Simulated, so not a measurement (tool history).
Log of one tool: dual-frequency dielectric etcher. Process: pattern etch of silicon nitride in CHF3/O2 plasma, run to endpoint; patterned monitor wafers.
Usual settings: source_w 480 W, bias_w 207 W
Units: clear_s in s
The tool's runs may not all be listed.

run	hour	source_w	bias_w	wafers since the last listed run	hours since the last wet clean	hours since the last source power generator calibration	hours since the last bias power generator calibration	hours since the last upper electrode change	incoming incoming film thickness, nm	clear_s
1	0	430	207	0	341.1	4145.7	3777.1	4879.2	80.3	56.6
2	17.2	430	207	247	358.3	4162.9	3794.3	4896.4	80.6	56.9
3	27.8	480	207	152	368.9	4173.5	3804.9	4907	80.5	55.3
4	45	480	207	247	386.1	4190.7	3822.1	4924.2	80.9	55.7
5	63	560	207	259	404.1	4208.7	3840.1	4942.2	80.3	53
6	70.7	480	207	110	411.8	4216.4	3847.8	4949.9	79.4	54.7
7	87.8	480	207	246	428.9	4233.5	3864.9	4967	80.6	55.3
8	96.4	480	207	123	437.5	4242.1	3873.5	4975.6	80.8	55.9
9	104.4	570	207	115	445.5	4250.1	3881.5	4983.6	80.8	53
# hour 109.7: source power generator calibrated
10	116.4	480	207	115	457.5	6.7	3893.5	4995.6	80.2	55.3
# hour 144.3: upper electrode replaced
# hour 155.1: wet clean of the chamber
11	155.6	580	226	62	0.5	45.9	3932.7	11.3	80.4	48.3
12	156	590	207	5	0.9	46.3	3933.1	11.7	80.2	49.9
13	156.3	420	207	4	1.2	46.6	3933.4	12	80.9	55.6
14	158.7	530	192	34	3.6	49	3935.8	14.4	80.7	53.1
# hour 168.2: bias power generator calibrated
15	176.2	480	190	194	21.1	66.5	8	31.9	80.2	54.6
16	185.1	430	254	128	30	75.4	16.9	40.8	80.6	51.1
17	202	430	207	243	46.9	92.3	33.8	57.7	80.5	54.9
18	214.6	550	207	181	59.5	104.9	46.4	70.3	81.3	51.8

What the log doesn't show, run by run:
source power that arrives over what is set, %: 0 in every run
bias power that arrives over what is set, %: 0 in every run
H1: etch rate over this chamber's usual, %
run	H1
1	-4.1
2	-4.29
3	-4.4
4	-4.59
5	-4.78
6	-4.86
7	-5.05
8	-5.14
9	-5.23
10	-5.35
11	-0.5
12	-0.504
13	-0.508
14	-0.533
15	-0.721
16	-0.817
17	-0.998
18	-1.13

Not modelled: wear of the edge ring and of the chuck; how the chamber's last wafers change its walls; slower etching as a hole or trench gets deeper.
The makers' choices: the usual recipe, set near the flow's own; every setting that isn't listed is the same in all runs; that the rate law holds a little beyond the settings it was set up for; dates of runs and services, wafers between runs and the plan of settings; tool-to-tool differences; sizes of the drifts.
